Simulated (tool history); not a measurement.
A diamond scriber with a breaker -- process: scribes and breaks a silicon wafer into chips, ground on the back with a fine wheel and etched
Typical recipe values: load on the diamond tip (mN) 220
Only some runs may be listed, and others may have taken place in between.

run,hour,load on the diamond tip (mN),wafers since the last listed run,hours since the diamond tip was replaced,hours since the load on the tip was calibrated,"incoming depth of the damage left on the back of the incoming wafer, um",depth of the median crack under the scribed line (nm),chips rejected at inspection after the break (%)
1,0.0,220,0,801.4,673.7,0.73,8780,3.66
2,31.9,220,169,833.3,705.6,0.63,8710,4.00
3,98.7,189,354,900.1,772.4,0.64,8100,11.39
4,154.7,189,297,956.1,828.4,0.32,7960,12.98
5,310.0,261,824,1111.4,983.7,0.49,9060,3.56
6,371.4,261,325,1172.8,1045.1,0.40,8790,5.04
# hour 385.2: diamond tip replaced by a new one
7,438.2,220,343,53.0,1111.9,0.33,9600,1.28
8,474.8,220,194,89.6,1148.5,0.65,9890,1.22
9,540.7,260,349,155.5,1214.4,0.43,10700,2.23
10,571.8,260,165,186.6,1245.5,0.65,10540,2.57
11,613.4,260,220,228.2,1287.1,0.30,10480,2.25
12,668.4,185,291,283.2,1342.1,0.69,8930,4.16
# hour 689.2: load on the tip recalibrated
13,720.8,185,267,335.6,31.6,0.63,8980,4.70
14,933.8,185,1130,548.6,244.6,0.60,8510,6.49
15,996.7,271,333,611.5,307.5,0.65,10170,1.70
16,1028.1,190,166,642.9,338.9,0.70,8760,6.94
17,1066.4,220,203,681.2,377.2,0.65,8920,2.96
18,1093.2,255,142,708.0,404.0,0.42,9840,1.16
19,1117.2,241,127,732.0,428.0,0.64,9390,1.71
20,1169.5,274,277,784.3,480.3,0.54,10030,1.23
21,1227.7,156,308,842.5,538.5,0.54,7600,20.32
22,1255.5,272,147,870.3,566.3,0.77,9850,1.21
23,1317.3,220,327,932.1,628.1,0.41,8830,6.34
24,1362.0,197,237,976.8,672.8,0.47,8100,12.65
# hour 1376.0: diamond tip replaced by a new one, of another model than before
25,1411.2,166,250,35.2,722.0,0.55,8700,4.55
26,1471.2,281,318,95.2,782.0,0.38,10620,2.89
27,1512.0,220,216,136.0,822.8,0.42,9560,1.20
28,1557.5,271,241,181.5,868.3,0.72,10520,2.25
29,1641.4,220,445,265.4,952.2,0.57,9860,1.16
30,1667.8,252,140,291.8,978.6,0.75,10210,1.42
31,1739.3,260,379,363.3,1050.1,0.66,9980,1.59
32,1772.0,176,173,396.0,1082.8,0.58,8730,4.07
33,1815.9,180,232,439.9,1126.7,0.62,8860,4.12
# hour 1857.2: load on the tip recalibrated
34,2001.3,159,973,625.3,144.1,0.76,8230,8.93

Here are 4 independent what-if runs from the current tool condition. What would each one return?
A,2001.8,240,2,625.8,144.6,0.40,?,?
B,2001.8,262,2,625.8,144.6,0.40,?,?
C,2001.8,278,2,625.8,144.6,0.40,?,?
D,2001.8,158,2,625.8,144.6,0.40,?,?

run,depth of the median crack under the scribed line (nm),chips rejected at inspection after the break (%)
A,9830,1.38
B,10150,1.11
C,10380,1.27
D,8590,8.77
With no hidden state in the tool, these same runs would have given:
run,depth of the median crack under the scribed line (nm),chips rejected at inspection after the break (%)
A,10450,1.38
B,10800,2.24
C,11040,3.18
D,9130,4.24
